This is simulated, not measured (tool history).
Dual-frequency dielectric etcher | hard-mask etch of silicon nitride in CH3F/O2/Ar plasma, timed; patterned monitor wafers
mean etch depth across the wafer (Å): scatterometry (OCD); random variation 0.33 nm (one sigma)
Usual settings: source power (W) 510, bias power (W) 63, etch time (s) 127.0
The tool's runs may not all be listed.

run	hour	source power (W)	bias power (W)	etch time (s)	wafers since the last listed run	hours since the last wet clean	hours since the last source power generator calibration	hours since the last bias power generator calibration	hours since the last upper electrode change	hours since the gauge calibration	read-back reference wafer on the same gauge, depth_nm	mean etch depth across the wafer (Å)
1	0.0	510	63	127.0	0	0.5	2150.2	3823.8	3079.1	1498.9	84.2	921
2	24.4	570	51	127.0	144	24.9	2174.6	3848.2	3103.5	1523.3	84.2	914
3	114.0	510	63	127.0	530	114.5	2264.2	3937.8	3193.1	1612.9	84.2	917
4	208.9	510	63	127.0	561	209.4	2359.1	4032.7	3288.0	1707.8	84.2	917
5	255.9	510	63	127.0	278	256.4	2406.1	4079.7	3335.0	1754.8	84.2	916
6	306.2	510	63	151.0	297	306.7	2456.4	4130.0	3385.3	1805.1	84.2	1080
7	364.7	570	63	127.0	346	365.2	2514.9	4188.5	3443.8	1863.6	84.2	981
8	424.3	570	63	127.0	352	424.8	2574.5	4248.1	3503.4	1923.2	84.3	973
9	520.3	570	63	127.0	568	520.8	2670.5	4344.1	3599.4	2019.2	84.2	972
10	559.7	580	78	105.5	233	560.2	2709.9	4383.5	3638.8	2058.6	84.1	876
11	595.8	610	76	127.0	213	596.3	2746.0	4419.6	3674.9	2094.7	84.2	1082
# hour 664.7: wet clean of the chamber
12	684.2	510	63	127.0	381	19.5	2834.4	4508.0	3763.3	2183.1	84.2	915
13	746.4	510	63	127.0	368	81.7	2896.6	4570.2	3825.5	2245.3	84.2	909
14	810.1	460	70	159.0	376	145.4	2960.3	4633.9	3889.2	2309.0	84.1	1109
# hour 927.7: bias power generator calibrated
15	1100.8	590	51	127.0	1696	436.1	3251.0	173.1	4179.9	2599.7	84.3	946
16	1153.1	510	63	127.0	309	488.4	3303.3	225.4	4232.2	2652.0	84.1	933
17	1237.0	600	63	127.0	496	572.3	3387.2	309.3	4316.1	2735.9	84.2	1021
18	1320.0	430	72	113.5	491	655.3	3470.2	392.3	4399.1	2818.9	84.2	777
19	1360.2	400	52	157.5	237	695.5	3510.4	432.5	4439.3	2859.1	84.2	919
20	1446.9	560	63	127.0	513	782.2	3597.1	519.2	4526.0	2945.8	84.2	988
# hour 1466.4: source power generator calibrated
# hour 1475.7: wet clean of the chamber
21	1549.0	510	63	127.0	525	73.3	82.6	621.3	4628.1	3047.9	84.1	928
# hour 1604.8: gauge calibrated
# hour 1653.4: upper electrode replaced
22	1844.8	440	63	158.0	1608	369.1	378.4	917.1	191.4	240.0	84.3	1048
23	1934.4	510	63	162.0	530	458.7	468.0	1006.7	281.0	329.6	84.3	1188
24	2001.6	510	49	127.0	397	525.9	535.2	1073.9	348.2	396.8	84.2	856
25	2070.9	450	75	115.5	410	595.2	604.5	1143.2	417.5	466.1	84.2	832
26	2172.4	510	55	127.0	600	696.7	706.0	1244.7	519.0	567.6	84.2	885
27	2231.0	510	63	127.0	346	755.3	764.6	1303.3	577.6	626.2	84.2	928
# hour 2279.2: wet clean of the chamber
28	2279.7	440	63	127.0	146	0.5	813.3	1352.0	626.3	674.9	84.2	843
29	2328.6	440	63	127.0	289	49.4	862.2	1400.9	675.2	723.8	84.2	847
30	2404.3	570	63	151.5	447	125.1	937.9	1476.6	750.9	799.5	84.1	1189

What the log doesn't show, run by run:
etch rate over this chamber's usual, %: 0 in every run
source power that arrives over what is set, %: 0 in every run
gauge reads high (%): 0 in every run
H1: bias power that arrives over what is set, %
run	H1
1	-4.22
2	-4.27
3	-4.43
4	-4.61
5	-4.7
6	-4.79
7	-4.91
8	-5.03
9	-5.22
10	-5.3
11	-5.37
12	-5.56
13	-5.69
14	-5.83
15	0.6
16	0.595
17	0.585
18	0.571
19	0.563
20	0.544
21	0.517
22	0.41
23	0.37
24	0.337
25	0.301
26	0.244
27	0.209
28	0.179
29	0.147
30	0.0964

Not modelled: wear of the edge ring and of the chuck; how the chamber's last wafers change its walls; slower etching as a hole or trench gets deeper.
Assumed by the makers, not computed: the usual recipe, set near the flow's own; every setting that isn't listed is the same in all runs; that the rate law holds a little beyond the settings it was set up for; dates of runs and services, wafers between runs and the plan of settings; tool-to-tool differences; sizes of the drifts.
